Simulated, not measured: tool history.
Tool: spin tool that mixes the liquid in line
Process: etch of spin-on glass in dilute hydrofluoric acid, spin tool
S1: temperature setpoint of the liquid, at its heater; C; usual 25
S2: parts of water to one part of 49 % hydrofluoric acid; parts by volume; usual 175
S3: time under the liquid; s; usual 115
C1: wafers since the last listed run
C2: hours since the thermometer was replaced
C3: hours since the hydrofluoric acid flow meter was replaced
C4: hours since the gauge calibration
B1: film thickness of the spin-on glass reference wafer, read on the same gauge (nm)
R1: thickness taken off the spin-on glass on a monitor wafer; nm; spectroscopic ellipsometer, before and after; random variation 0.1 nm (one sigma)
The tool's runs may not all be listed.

run 1 day=0 | S1=25 S2=175 S3=115 | C1=0 C2=2556.8 C3=612.8 C4=72.4 | B1=50.02 | R1=12.81
run 2 day=0.329 | S1=25 S2=175 S3=115 | C1=46 C2=2564.7 C3=620.7 C4=80.3 | B1=50.05 | R1=12.9
run 3 day=0.979 | S1=25 S2=175 S3=115 | C1=91 C2=2580.3 C3=636.3 C4=95.9 | B1=50 | R1=12.88
run 4 day=1.604 | S1=25 S2=175 S3=90 | C1=87 C2=2595.3 C3=651.3 C4=110.9 | B1=50.01 | R1=10.04
run 5 day=1.875 | S1=25 S2=140 S3=115 | C1=37 C2=2601.8 C3=657.8 C4=117.4 | B1=49.99 | R1=16.59
run 6 day=2.138 | S1=25 S2=140 S3=115 | C1=36 C2=2608.1 C3=664.1 C4=123.7 | B1=50.03 | R1=16.61
run 7 day=2.85 | S1=25 S2=175 S3=145 | C1=99 C2=2625.2 C3=681.2 C4=140.8 | B1=50.01 | R1=16.02
-- day=3.304 gauge calibrated
run 8 day=3.346 | S1=25 S2=175 S3=145 | C1=69 C2=2637.1 C3=693.1 C4=1 | B1=49.99 | R1=15.89
run 9 day=4.025 | S1=25 S2=175 S3=115 | C1=95 C2=2653.4 C3=709.4 C4=17.3 | B1=49.95 | R1=12.77
run 10 day=4.358 | S1=25 S2=115 S3=115 | C1=46 C2=2661.4 C3=717.4 C4=25.3 | B1=49.95 | R1=20.8
-- day=4.442 thermometer replaced
run 11 day=4.858 | S1=25 S2=140 S3=115 | C1=64 C2=10 C3=729.4 C4=37.3 | B1=50 | R1=16.38
-- day=5.15 hydrofluoric acid flow meter replaced
run 12 day=5.171 | S1=25 S2=255 S3=160 | C1=37 C2=17.5 C3=0.5 C4=44.8 | B1=49.97 | R1=11.26
run 13 day=5.454 | S1=25 S2=175 S3=115 | C1=39 C2=24.3 C3=7.3 C4=51.6 | B1=49.98 | R1=12.72
run 14 day=5.838 | S1=22.5 S2=175 S3=165 | C1=53 C2=33.5 C3=16.5 C4=60.8 | B1=50.01 | R1=16.67
run 15 day=6.375 | S1=21 S2=175 S3=115 | C1=75 C2=46.4 C3=29.4 C4=73.7 | B1=49.97 | R1=11
run 16 day=7.083 | S1=27.5 S2=265 S3=140 | C1=99 C2=63.4 C3=46.4 C4=90.7 | B1=50.02 | R1=10.32

Forecast each of these 4 alternatives for the next run:
run A day=7.1 | S1=25 S2=175 S3=115 | C1=2 C2=63.8 C3=46.8 C4=91.1 | B1=? | R1=?
run B day=7.1 | S1=27.5 S2=200 S3=115 | C1=2 C2=63.8 C3=46.8 C4=91.1 | B1=? | R1=?
run C day=7.1 | S1=27 S2=130 S3=85 | C1=2 C2=63.8 C3=46.8 C4=91.1 | B1=? | R1=?
run D day=7.1 | S1=28.5 S2=125 S3=115 | C1=2 C2=63.8 C3=46.8 C4=91.1 | B1=? | R1=?

run=A B1=49.97 R1=12.75
run=B B1=49.97 R1=11.88
run=C B1=49.97 R1=14.43
run=D B1=49.97 R1=21.62
Without the tool's hidden state the same runs would have given:
run=A R1=12.75
run=B R1=11.88
run=C R1=14.43
run=D R1=21.62
